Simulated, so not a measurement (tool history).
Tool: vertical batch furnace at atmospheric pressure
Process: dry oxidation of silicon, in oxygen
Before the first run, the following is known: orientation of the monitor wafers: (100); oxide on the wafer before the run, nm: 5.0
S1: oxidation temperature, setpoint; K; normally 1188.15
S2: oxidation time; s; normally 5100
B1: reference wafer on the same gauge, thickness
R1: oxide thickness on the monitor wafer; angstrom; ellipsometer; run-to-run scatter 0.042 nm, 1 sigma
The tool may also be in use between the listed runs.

run	hour	S1	S2	B1	R1
1	0	1181.15	6870	31.11	331.8
2	28.7	1181.15	6870	31.1	332
3	45.8	1181.15	6870	31.1	332.2
4	68.5	1188.15	5100	31.1	294
5	82.4	1188.15	5100	31.1	294.1
6	105.7	1188.15	6960	31.1	358.5
7	118.7	1188.15	7050	31.11	362.3
8	147.3	1164.15	3900	31.1	201.3
9	171.7	1180.15	2700	31.11	187.6
10	201.6	1188.15	7530	31.1	378.9
11	221.7	1168.15	3900	31.1	208.7
# hour 243.9: gauge calibrated
# hour 263.7: boat lift adjusted
# hour 264.7: thermocouples replaced and temperature profile calibrated
12	271.8	1203.15	5100	31.1	322
13	283.8	1174.15	6570	31.1	286.8
14	319.1	1188.15	5100	31.09	279.1
15	335.8	1188.15	5100	31.09	279.8

Below, some changes in R1 between adjacent runs. For each, the amount present without the hidden state too (settings, incoming material, random variation) and the amount remaining for the hidden state with gauge scatter not shared by both compared results:
The tool's hidden condition here consists of: true tube temperature minus thermocouple reading, K; monitor wafer colder than the profiled boat position, K; gauge reads high (%).
Run 9 -> 10: S1 1180.15 -> 1188.15, S2 2700 -> 7530. R1 +191.3 angstrom: hidden state +11.4, all else +179.9.
